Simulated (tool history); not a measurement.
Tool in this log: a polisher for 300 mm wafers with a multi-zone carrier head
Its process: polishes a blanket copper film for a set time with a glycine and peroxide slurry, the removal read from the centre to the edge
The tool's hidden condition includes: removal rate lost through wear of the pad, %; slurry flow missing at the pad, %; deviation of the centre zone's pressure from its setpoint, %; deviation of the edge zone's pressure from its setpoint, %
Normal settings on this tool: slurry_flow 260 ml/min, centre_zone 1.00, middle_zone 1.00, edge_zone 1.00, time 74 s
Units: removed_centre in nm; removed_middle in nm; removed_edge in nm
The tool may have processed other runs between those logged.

| run | hour | slurry_flow | centre_zone | middle_zone | edge_zone | time | wafers since the last listed run | wafers polished on this pad | hours since the slurry nozzle was cleaned | hours since the centre zone pressure was calibrated | hours since the edge zone pressure was calibrated | hours since the carrier head's membrane was replaced | incoming thickness of the incoming film, nm | removed_centre | removed_middle | removed_edge |
|---|---|---|---|---|---|---|---|---|---|---|---|---|---|---|---|---|
| 1 | 0.0 | 260 | 1.06 | 1.00 | 1.00 | 74 | 0 | 676 | 270.6 | 45.0 | 89.2 | 615.5 | 1738.3 | 391.6 | 378.3 | 370.0 |
|  | 63.4 | worn pad replaced by a new one |
| 2 | 63.9 | 260 | 1.00 | 1.00 | 1.00 | 74 | 397 | 3 | 334.5 | 108.9 | 153.1 | 679.4 | 1730.8 | 359.3 | 365.1 | 380.3 |
| 3 | 123.6 | 260 | 1.00 | 1.00 | 1.00 | 74 | 396 | 399 | 394.2 | 168.6 | 212.8 | 739.1 | 1713.9 | 342.9 | 369.8 | 368.0 |
| 4 | 193.0 | 260 | 1.00 | 1.00 | 1.03 | 74 | 461 | 860 | 463.6 | 238.0 | 282.2 | 808.5 | 1731.2 | 342.7 | 375.0 | 367.2 |
|  | 227.9 | worn pad replaced by a new one |
|  | 313.4 | carrier head's membrane replaced by a new one |
| 5 | 357.7 | 260 | 1.00 | 1.00 | 1.03 | 74 | 1034 | 829 | 628.3 | 402.7 | 446.9 | 44.3 | 1735.6 | 335.4 | 370.0 | 372.6 |
| 6 | 401.2 | 260 | 1.00 | 1.00 | 1.03 | 74 | 288 | 1118 | 671.8 | 446.2 | 490.4 | 87.8 | 1727.7 | 336.6 | 373.6 | 374.7 |
|  | 410.7 | worn pad replaced by a new one |
| 7 | 469.6 | 260 | 1.00 | 1.00 | 1.00 | 74 | 427 | 391 | 740.2 | 514.6 | 558.8 | 156.2 | 1709.0 | 332.1 | 368.3 | 368.3 |
|  | 529.4 | edge zone pressure recalibrated |
|  | 622.7 | worn pad replaced by a new one |
| 8 | 625.9 | 260 | 1.00 | 1.00 | 1.00 | 74 | 998 | 21 | 896.5 | 670.9 | 96.5 | 312.5 | 1700.9 | 333.1 | 366.5 | 373.1 |
|  | 641.6 | slurry nozzle cleaned |
| 9 | 651.8 | 260 | 1.00 | 1.00 | 0.89 | 63 | 165 | 186 | 10.2 | 696.8 | 122.4 | 338.4 | 1695.6 | 277.4 | 316.4 | 302.3 |
| 10 | 692.5 | 260 | 1.00 | 1.00 | 1.00 | 74 | 270 | 457 | 50.9 | 737.5 | 163.1 | 379.1 | 1699.4 | 321.7 | 370.2 | 376.1 |
|  | 718.7 | centre zone pressure recalibrated |
| 11 | 753.7 | 260 | 0.93 | 1.05 | 1.00 | 92 | 393 | 850 | 112.1 | 35.0 | 224.3 | 440.3 | 1743.8 | 414.7 | 475.9 | 456.3 |
|  | 794.1 | worn pad replaced by a new one |
| 12 | 799.2 | 320 | 1.04 | 1.00 | 1.00 | 54 | 275 | 34 | 157.6 | 80.5 | 269.8 | 485.8 | 1719.4 | 277.2 | 276.1 | 267.9 |
| 13 | 856.6 | 320 | 1.04 | 1.00 | 1.08 | 96 | 381 | 415 | 215.0 | 137.9 | 327.2 | 543.2 | 1741.2 | 478.6 | 493.7 | 510.1 |
| 14 | 888.6 | 305 | 1.00 | 1.08 | 1.00 | 89 | 212 | 628 | 247.0 | 169.9 | 359.2 | 575.2 | 1727.8 | 410.2 | 491.4 | 442.0 |
| 15 | 927.1 | 260 | 0.96 | 1.00 | 1.00 | 74 | 255 | 883 | 285.5 | 208.4 | 397.7 | 613.7 | 1735.8 | 327.7 | 371.9 | 372.4 |
| 16 | 961.6 | 260 | 1.04 | 1.00 | 1.00 | 74 | 229 | 1113 | 320.0 | 242.9 | 432.2 | 648.2 | 1703.8 | 350.5 | 375.2 | 366.4 |

Forecast each of these 5 alternatives for the next run:
| A | 962.0 | 260 | 1.00 | 1.00 | 1.00 | 74 | 2 | 1115 | 320.4 | 243.3 | 432.6 | 648.6 | 1737.0 | ? | ? | ? |
| B | 962.0 | 340 | 1.00 | 1.00 | 1.00 | 62 | 2 | 1115 | 320.4 | 243.3 | 432.6 | 648.6 | 1737.0 | ? | ? | ? |
| C | 962.0 | 260 | 0.97 | 1.00 | 1.00 | 74 | 2 | 1115 | 320.4 | 243.3 | 432.6 | 648.6 | 1737.0 | ? | ? | ? |
| D | 962.0 | 260 | 0.91 | 1.08 | 1.00 | 81 | 2 | 1115 | 320.4 | 243.3 | 432.6 | 648.6 | 1737.0 | ? | ? | ? |
| E | 962.0 | 330 | 0.89 | 1.00 | 0.91 | 74 | 2 | 1115 | 320.4 | 243.3 | 432.6 | 648.6 | 1737.0 | ? | ? | ? |

| run | removed_centre | removed_middle | removed_edge |
|---|---|---|---|
| A | 331.6 | 372.2 | 371.0 |
| B | 286.3 | 320.4 | 317.3 |
| C | 321.5 | 372.3 | 371.0 |
| D | 330.0 | 430.5 | 405.7 |
| E | 302.6 | 381.7 | 361.5 |
With no hidden state in the tool, these same runs would have given:
| run | removed_centre | removed_middle | removed_edge |
|---|---|---|---|
| A | 358.6 | 372.1 | 371.0 |
| B | 309.6 | 320.3 | 317.3 |
| C | 347.8 | 372.1 | 371.0 |
| D | 357.1 | 430.4 | 405.7 |
| E | 327.6 | 381.5 | 361.5 |

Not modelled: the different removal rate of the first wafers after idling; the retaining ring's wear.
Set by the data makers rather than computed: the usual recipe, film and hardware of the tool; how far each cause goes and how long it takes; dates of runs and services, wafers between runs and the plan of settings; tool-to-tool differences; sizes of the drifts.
